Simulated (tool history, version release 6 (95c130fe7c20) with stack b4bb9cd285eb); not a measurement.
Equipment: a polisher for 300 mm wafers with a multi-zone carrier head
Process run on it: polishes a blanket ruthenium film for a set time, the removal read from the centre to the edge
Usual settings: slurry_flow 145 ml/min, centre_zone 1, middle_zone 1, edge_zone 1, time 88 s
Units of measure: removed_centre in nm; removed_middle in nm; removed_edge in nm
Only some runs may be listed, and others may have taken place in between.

run	day	slurry_flow	centre_zone	middle_zone	edge_zone	time	wafers since the last listed run	wafers polished on this pad	hours since the slurry nozzle was cleaned	hours since the centre zone pressure was calibrated	hours since the edge zone pressure was calibrated	hours since the carrier head's membrane was replaced	incoming thickness of the incoming film, nm	removed_centre	removed_middle	removed_edge
1	0	145	1	1	1	75	0	1191	318.8	1365.1	21.8	1008.7	536.9	92.1	89.3	88.7
# day 2.2: worn pad replaced by a new one
2	2.671	145	1	1	1	88	348	65	382.9	1429.2	85.9	1072.8	537.9	112.4	108.9	108.5
3	5.246	145	1	1	1	88	358	424	444.7	1491	147.7	1134.6	530	111.2	106.6	108.2
4	5.846	145	1	0.96	1	88	83	507	459.1	1505.4	162.1	1149	530	109.2	104	108.5
# day 6.692: centre zone pressure recalibrated
5	6.962	145	1	0.96	1	88	143	651	485.9	6.5	188.9	1175.8	522.6	106.7	103.5	107.8
6	7.775	145	1	1	1	88	113	765	505.4	26	208.4	1195.3	529.1	107.5	106.4	106.7
7	8.779	145	1	1	1	88	139	904	529.5	50.1	232.5	1219.4	523.5	107.8	106.9	107
# day 9.146: slurry nozzle cleaned
# day 10.112: carrier head's membrane replaced by a new one
8	10.275	145	1	1	1	88	173	1078	27.1	86	268.4	3.9	537.7	108	104.6	104.4
9	11.342	145	1	1	1	88	148	1227	52.7	111.6	294	29.5	530.3	105.1	103	104.9
10	12.717	170	0.96	1	1	88	191	1418	85.7	144.6	327	62.5	531.3	102.7	104	104.5
# day 13.812: worn pad replaced by a new one, of another model than before
11	13.95	145	1	1	1.03	111	148	19	115.3	174.2	356.6	92.1	528.8	142.8	138.6	142.5
12	14.917	145	1.07	1	0.88	88	134	153	138.5	197.4	379.8	115.3	522.5	120	110.7	103.1
13	16.379	145	1	1	1	88	203	357	173.6	232.5	414.9	150.4	521.2	111.6	110.6	109
# day 16.529: edge zone pressure recalibrated
14	16.892	145	1	1	1	88	59	417	185.9	244.8	8.7	162.7	528	112.4	108.8	109.4
15	17.971	180	1	0.9	0.92	88	150	567	211.8	270.7	34.6	188.6	532.1	112.7	102.6	106.7
16	18.508	145	1	1	1	88	74	642	224.7	283.6	47.5	201.5	526.1	109.2	108.1	109.7
17	19.504	145	1	1	1	103	138	781	248.6	307.5	71.4	225.4	532	131.4	124.6	126.7
18	20.888	145	0.94	1.06	1	70	192	974	281.8	340.7	104.6	258.6	533.6	80.8	88.2	85.1

For each entry between runs, how does the tool's hidden state at the last listed run before it compare with that at the first listed run after it?
After run 1, before run 2: worn pad replaced by a new one (day 2.2)
  removal rate lost through wear of the pad, %: 5.2 -> 1
  measured less the result without the state, removed_centre: -5 -> -1.1 nm; removed_middle: -4.8 -> -1.1 nm; removed_edge: -4.9 -> -1.1 nm
After run 4, before run 5: centre zone pressure recalibrated (day 6.692)
  removal rate lost through wear of the pad, %: 1.82 -> 2.4
  measured less the result without the state, removed_centre: -2.1 -> -2.7 nm; removed_middle: -1.9 -> -2.5 nm; removed_edge: -2 -> -2.7 nm
After run 7, before run 8: slurry nozzle cleaned (day 9.146); carrier head's membrane replaced by a new one (day 10.112)
  removal rate lost through wear of the pad, %: 3.69 -> 5.06
  measured less the result without the state, removed_centre: -4.2 -> -5.8 nm; removed_middle: -4.1 -> -5.5 nm; removed_edge: -4.1 -> -5.6 nm
After run 10, before run 11: worn pad replaced by a new one, of another model than before (day 13.812)
  removal rate lost through wear of the pad, %: 7.9 -> 0.179
  measured less the result without the state, removed_centre: -8.8 -> -0.3 nm; removed_middle: -8.9 -> -0.3 nm; removed_edge: -9 -> -0.2 nm
After run 13, before run 14: edge zone pressure recalibrated (day 16.529)
  removal rate lost through wear of the pad, %: 0.59 -> 0.771
  measured less the result without the state, removed_centre: -0.6 -> -0.9 nm; removed_middle: -0.7 -> -0.9 nm; removed_edge: -0.6 -> -0.9 nm
